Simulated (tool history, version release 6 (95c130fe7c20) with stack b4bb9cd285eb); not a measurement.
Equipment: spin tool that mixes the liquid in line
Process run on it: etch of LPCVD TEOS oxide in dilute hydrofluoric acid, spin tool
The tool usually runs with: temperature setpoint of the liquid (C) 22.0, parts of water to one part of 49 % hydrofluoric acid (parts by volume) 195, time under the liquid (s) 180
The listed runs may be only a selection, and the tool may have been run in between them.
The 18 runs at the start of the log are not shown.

run	hour	temperature setpoint of the liquid (C)	parts of water to one part of 49 % hydrofluoric acid (parts by volume)	time under the liquid (s)	read-back film thickness of the LPCVD TEOS oxide reference wafer, read on the same gauge (nm)	thickness taken off the LPCVD TEOS oxide on a monitor wafer (Å)
19	221.9	22.0	195	180	139.98	133.7
20	233.1	25.0	195	180	140.00	150.2
21	250.4	18.0	165	180	139.99	140.7
22	264.4	22.0	265	280	140.01	143.4
# hour 271.1: thermometer replaced
23	274.8	22.0	195	180	139.99	123.9
24	284.9	18.5	150	150	140.02	124.1
25	301.1	20.0	105	85	139.99	112.1
26	318.2	22.0	230	180	139.99	102.6
27	332.6	22.0	195	275	140.01	191.2
28	343.2	22.0	125	180	139.99	212.0
29	354.1	26.5	195	145	140.03	120.1
30	371.7	22.0	195	180	139.98	126.2
31	387.8	25.0	195	235	140.00	184.9
32	404.1	18.5	290	260	140.00	98.1

5 options for the next run, each taken on its own from the tool as it stands now. Forecast them:
A	404.6	22.0	195	180	?	?
B	404.6	23.5	130	285	?	?
C	404.6	22.0	195	255	?	?
D	404.6	23.5	195	225	?	?
E	404.6	25.5	265	135	?	?

run	read-back film thickness of the LPCVD TEOS oxide reference wafer, read on the same gauge (nm)	thickness taken off the LPCVD TEOS oxide on a monitor wafer (Å)
A	139.99	126.9
B	139.99	342.5
C	139.99	179.7
D	139.99	167.8
E	139.99	74.0
Stripped of hidden state, with their random variation kept, the same runs would have yielded:
run	thickness taken off the LPCVD TEOS oxide on a monitor wafer (Å)
A	122.4
B	330.6
C	173.4
D	161.8
E	71.3

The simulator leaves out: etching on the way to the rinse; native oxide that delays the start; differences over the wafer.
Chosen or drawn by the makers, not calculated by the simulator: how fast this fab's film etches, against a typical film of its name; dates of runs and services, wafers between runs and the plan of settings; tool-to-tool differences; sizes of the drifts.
